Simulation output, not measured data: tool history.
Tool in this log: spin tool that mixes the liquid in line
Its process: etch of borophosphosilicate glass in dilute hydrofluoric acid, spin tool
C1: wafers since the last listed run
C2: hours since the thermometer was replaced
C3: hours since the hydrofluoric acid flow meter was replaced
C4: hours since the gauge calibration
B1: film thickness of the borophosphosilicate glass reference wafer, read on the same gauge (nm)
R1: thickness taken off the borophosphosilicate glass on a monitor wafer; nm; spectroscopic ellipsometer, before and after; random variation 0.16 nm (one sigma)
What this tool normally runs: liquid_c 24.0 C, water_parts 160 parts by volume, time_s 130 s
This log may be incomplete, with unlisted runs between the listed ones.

Run 1, hour 0.0: usual settings; C1 0; C2 2329.6; C3 1997.5; C4 135.0; B1 90.02. Result: R1 28.88 nm.
Run 2, hour 9.6: usual settings; C1 92; C2 2339.2; C3 2007.1; C4 144.6; B1 90.00. Result: R1 28.87 nm.
Run 3, hour 22.9: usual settings; C1 127; C2 2352.5; C3 2020.4; C4 157.9; B1 90.03. Result: R1 28.88 nm.
Run 4, hour 30.9: usual settings; C1 76; C2 2360.5; C3 2028.4; C4 165.9; B1 90.06. Result: R1 28.72 nm.
Run 5, hour 67.1: usual settings; C1 347; C2 2396.7; C3 2064.6; C4 202.1; B1 90.04. Result: R1 28.85 nm.
Run 6, hour 78.1: usual settings; C1 105; C2 2407.7; C3 2075.6; C4 213.1; B1 89.99. Result: R1 28.51 nm.
Run 7, hour 88.4: usual settings; C1 98; C2 2418.0; C3 2085.9; C4 223.4; B1 89.96. Result: R1 28.83 nm.
Run 8, hour 95.3: usual settings; C1 66; C2 2424.9; C3 2092.8; C4 230.3; B1 90.01. Result: R1 28.64 nm.
Run 9, hour 102.1: usual settings; C1 65; C2 2431.7; C3 2099.6; C4 237.1; B1 90.03. Result: R1 28.48 nm.
Run 10, hour 118.7: usual settings but water_parts 185 parts by volume, time_s 155 s; C1 159; C2 2448.3; C3 2116.2; C4 253.7; B1 90.00. Result: R1 28.53 nm.
Run 11, hour 135.9: usual settings but water_parts 185 parts by volume, time_s 155 s; C1 165; C2 2465.5; C3 2133.4; C4 270.9; B1 90.00. Result: R1 28.53 nm.
Run 12, hour 144.6: usual settings; C1 83; C2 2474.2; C3 2142.1; C4 279.6; B1 89.97. Result: R1 28.49 nm.
At hour 151.7: thermometer replaced.
Run 13, hour 157.6: usual settings; C1 115; C2 5.9; C3 2155.1; C4 292.6; B1 90.01. Result: R1 28.30 nm.
Run 14, hour 173.8: usual settings but liquid_c 20.5 C, water_parts 125 parts by volume, time_s 185 s; C1 155; C2 22.1; C3 2171.3; C4 308.8; B1 89.98. Result: R1 47.36 nm.
At hour 180.5: gauge calibrated.
Run 15, hour 180.9: usual settings but water_parts 185 parts by volume, time_s 155 s; C1 68; C2 29.2; C3 2178.4; C4 0.4; B1 90.06. Result: R1 28.44 nm.
Run 16, hour 198.7: usual settings; C1 170; C2 47.0; C3 2196.2; C4 18.2; B1 89.98. Result: R1 28.27 nm.

Estimate the outcome of run 17 from the log above:
Run 17, hour 214.6: usual settings but liquid_c 21.0 C, water_parts 105 parts by volume, time_s 155 s; C1 152; C2 62.9; C3 2212.1; C4 34.1; B1 ?. Result: R1 ?.

Run 17 gave B1 90.03, R1 49.24 nm.
Had the tool carried no hidden state, the very same run would have given R1 57.41 nm.
